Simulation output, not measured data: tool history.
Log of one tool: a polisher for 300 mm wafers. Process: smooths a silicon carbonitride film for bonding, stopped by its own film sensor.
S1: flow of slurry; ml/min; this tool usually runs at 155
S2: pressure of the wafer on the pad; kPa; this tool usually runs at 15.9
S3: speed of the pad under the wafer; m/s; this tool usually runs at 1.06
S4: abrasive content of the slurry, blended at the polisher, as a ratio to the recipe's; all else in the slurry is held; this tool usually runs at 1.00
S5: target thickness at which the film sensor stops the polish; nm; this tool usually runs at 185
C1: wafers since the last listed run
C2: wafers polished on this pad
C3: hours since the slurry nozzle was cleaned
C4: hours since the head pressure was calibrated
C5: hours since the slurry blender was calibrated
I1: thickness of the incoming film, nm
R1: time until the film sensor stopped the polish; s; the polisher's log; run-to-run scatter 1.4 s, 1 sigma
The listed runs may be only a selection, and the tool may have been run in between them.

run     day   S1    S2    S3    S4   S5    C1    C2     C3      C4     C5     I1     R1
  1   0.000  155  18.6  1.06  1.00  185     0  3664  180.7   959.5  274.3  210.7   90.5
  2   2.354  155  18.6  1.06  1.00  185   520  4184  237.2  1016.0  330.8  210.8   92.7
  3   4.167  155  15.9  1.06  1.00  185   400  4585  280.7  1059.5  374.3  214.8  128.0
      4.358  -- head pressure recalibrated
  4   6.788  155  15.9  1.06  1.00  185   560  5145  343.6    58.3  437.2  209.9  113.3
      7.350  -- worn pad replaced by a new one
     10.171  -- slurry blender recalibrated
     16.892  -- slurry nozzle cleaned
  5  19.221  155  15.9  1.06  1.00  185  2682  2594   55.9   356.7  217.2  209.8   97.4
  6  21.842  155  20.0  1.24  1.00  185   578  3173  118.8   419.6  280.1  206.8   61.8
  7  25.650  155  20.0  1.24  1.00  185   841  4015  210.2   511.0  371.5  207.1   67.3
  8  29.308  155  20.0  1.24  1.00  185   808  4823  298.0   598.8  459.3  207.3   68.1
     30.675  -- slurry blender recalibrated
     31.000  -- worn pad replaced by a new one
  9  31.021  155  15.9  1.06  1.00  185   323     5  339.1   639.9    8.3  209.6   94.5
 10  33.417  155  15.9  1.06  1.00  185   529   534  396.6   697.4   65.8  213.6  112.5
 11  36.446  175  15.9  1.06  1.00  185   669  1203  469.3   770.1  138.5  209.2   93.0
 12  40.283  155  15.9  1.06  1.00  185   847  2051  561.4   862.2  230.6  207.7   91.7
     42.129  -- slurry nozzle cleaned
 13  42.617  155  15.9  1.06  1.00  185   506  2557   11.7   918.2  286.6  209.6   99.4
 14  46.479  155  15.9  1.22  1.00  185   853  3410  104.4  1010.9  379.3  212.7  101.1
     48.642  -- head pressure recalibrated
 15  50.062  170  19.3  1.06  0.75  185   773  4183  190.4    34.1  465.3  205.9   82.0
 16  51.721  155  15.9  0.90  1.00  177   366  4550  230.2    73.9  505.1  214.3  184.6
     55.004  -- slurry blender recalibrated
     55.062  -- worn pad replaced by a new one
 17  55.546  155  15.9  1.06  1.00  185   813   106  322.0   165.7   13.0  206.9   82.4
 18  59.350  125  14.5  1.06  1.10  191   840   946  413.3   257.0  104.3  211.3   84.2
     64.629  -- slurry nozzle cleaned
 19  65.971  155  15.9  1.30  1.00  189  1453  2400   32.2   415.9  263.2  208.7   66.0
 20  67.692  155  15.9  1.06  1.00  185   380  2780   73.5   457.2  304.5  212.4  108.5
 21  69.842  105  15.9  1.26  1.00  185   474  3255  125.1   508.8  356.1  208.3   86.4
 22  73.800  155  15.9  1.06  1.00  185   874  4129  220.1   603.8  451.1  209.3   99.9
 23  77.892  155  15.9  1.06  1.00  185   903  5033  318.3   702.0  549.3  210.8  115.8
     78.554  -- worn pad replaced by a new one
 24  80.842  130  11.0  1.32  1.20  185   614   505  389.1   772.8  620.1  211.2  116.7
     81.500  -- slurry blender recalibrated
 25  82.575  155  15.9  1.06  1.15  185   364   869  430.7   814.4   25.8  212.1   97.9
 26  85.188  170  15.9  0.96  0.75  185   577  1446  493.4   877.1   88.5  212.1  129.5
     87.633  -- slurry nozzle cleaned
 27  89.154  170  13.1  1.06  1.00  185   867  2313   36.5   972.3  183.7  208.6  108.5
 28  91.417  120  13.1  1.06  1.00  185   499  2813   90.8  1026.6  238.0  211.6  134.4
     94.792  -- head pressure recalibrated
 29  95.350  115  15.9  1.24  1.20  179   850  3664  185.2    13.4  332.4  211.9  113.8

Below are 5 alternative next runs, each starting from the tool's condition after run 29. Predict each:
  A  95.371  155  15.9  1.06  1.00  185   4  3668  185.7  13.9  332.9  212.3   ?
  B  95.371  120  19.3  1.06  1.00  179   4  3668  185.7  13.9  332.9  212.3   ?
  C  95.371  155  15.9  1.16  0.75  176   4  3668  185.7  13.9  332.9  212.3   ?
  D  95.371  190  15.9  1.06  1.00  180   4  3668  185.7  13.9  332.9  212.3   ?
  E  95.371  155  15.9  1.06  1.00  192   4  3668  185.7  13.9  332.9  212.3   ?

run     R1
  A  112.2
  B  116.4
  C  158.7
  D  129.5
  E   83.4
What these runs would have given with no unlogged condition in the tool:
run     R1
  A  105.1
  B  109.0
  C  148.5
  D  121.3
  E   78.1
